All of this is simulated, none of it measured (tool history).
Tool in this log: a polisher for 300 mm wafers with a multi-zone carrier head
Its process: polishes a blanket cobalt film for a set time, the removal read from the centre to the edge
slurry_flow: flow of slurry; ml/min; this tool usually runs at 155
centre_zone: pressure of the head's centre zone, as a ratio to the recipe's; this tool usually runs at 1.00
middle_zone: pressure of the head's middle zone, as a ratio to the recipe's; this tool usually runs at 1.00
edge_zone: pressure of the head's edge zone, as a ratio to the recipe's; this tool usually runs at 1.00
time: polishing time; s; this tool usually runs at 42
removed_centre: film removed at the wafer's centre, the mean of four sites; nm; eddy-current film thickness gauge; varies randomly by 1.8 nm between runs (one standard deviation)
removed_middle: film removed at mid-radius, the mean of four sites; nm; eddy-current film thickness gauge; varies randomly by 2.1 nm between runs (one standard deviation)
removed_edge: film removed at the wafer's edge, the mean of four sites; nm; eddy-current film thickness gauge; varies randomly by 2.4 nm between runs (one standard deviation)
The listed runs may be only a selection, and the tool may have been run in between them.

run    hour  slurry_flow  centre_zone  middle_zone  edge_zone  time  incoming thickness of the incoming film, nm  removed_centre  removed_middle  removed_edge
  1     0.0          155         1.00         1.05       1.00    42                                       1520.2           244.1           255.5         257.5
  2    33.6          155         1.00         1.05       1.00    42                                       1544.8           245.4           254.0         256.0
  3    65.9          155         1.09         1.00       1.00    42                                       1540.4           268.4           245.5         252.2
  4   109.6          155         1.09         1.00       1.00    42                                       1553.6           265.7           242.7         253.9
      126.2  -- centre zone pressure recalibrated
      132.7  -- carrier head's membrane replaced by a new one
  5   136.1          155         1.00         0.90       0.94    42                                       1550.3           244.9           228.4         249.0
  6   166.3          130         1.00         1.10       1.00    42                                       1523.2           239.0           256.5         246.2
  7   205.3          155         0.91         0.91       1.00    53                                       1515.4           278.0           290.3         317.0
      358.9  -- worn pad replaced by a new one, of another model than before
  8   378.9          155         1.05         1.00       0.96    42                                       1527.9           250.2           241.3         245.2
      411.1  -- edge zone pressure recalibrated
  9   447.6          155         1.00         1.00       1.00    42                                       1549.3           237.9           242.9         246.9
 10   503.0          200         0.93         1.00       1.00    42                                       1541.5           235.1           255.4         260.6
      541.3  -- slurry nozzle cleaned
 11   564.9          155         1.00         1.00       1.00    42                                       1556.5           246.7           250.2         256.8
 12   738.7          155         1.00         0.97       1.00    35                                       1561.1           201.8           201.2         207.6
 13   803.7          155         1.04         1.06       0.91    51                                       1550.6           301.9           308.4         295.0
      827.1  -- worn pad replaced by a new one
 14   857.0          155         0.94         1.00       1.00    42                                       1530.0           224.8           240.5         254.1
 15   928.6          120         1.00         1.00       1.00    42                                       1521.9           215.9           219.2         235.9
 16   970.5          155         1.00         1.00       1.00    42                                       1551.5           238.8           239.8         250.5
 17  1007.2          155         1.00         1.00       1.00    42                                       1551.6           234.5           241.7         250.6
 18  1055.9          155         1.09         1.00       1.00    28                                       1552.4           171.7           158.4         167.7
 19  1104.6          155         1.00         1.00       1.00    42                                       1552.0           234.9           241.6         249.0
 20  1174.7          155         0.92         1.00       1.00    42                                       1509.6           216.8           239.1         250.6
     1199.8  -- slurry nozzle cleaned
 21  1240.4          155         1.00         0.92       1.00    42                                       1558.0           244.5           233.1         258.0
     1315.1  -- worn pad replaced by a new one
 22  1315.6          155         1.00         1.00       1.00    42                                       1533.2           239.9           245.5         254.8
 23  1357.7          135         1.00         0.92       1.00    53                                       1544.3           290.3           277.3         310.7

Consider 3 possible next runs. They are alternatives, not a sequence: every one starts from the tool as it was left by run 23. What does each give?
  A  1358.1          130         1.00         1.00       1.00    42                                       1545.3               ?               ?             ?
  B  1358.1          200         1.00         0.92       1.00    55                                       1545.3               ?               ?             ?
  C  1358.1          155         1.00         1.00       1.00    55                                       1545.3               ?               ?             ?

run  removed_centre  removed_middle  removed_edge
  A           231.6           234.8         247.0
  B           342.4           322.8         349.4
  C           321.8           323.9         335.3
The same runs, with their run-to-run variation unchanged, on a tool lacking any hidden condition would have given:
run  removed_centre  removed_middle  removed_edge
  A           240.1           242.4         252.4
  B           349.7           329.0         354.3
  C           331.2           332.4         341.5
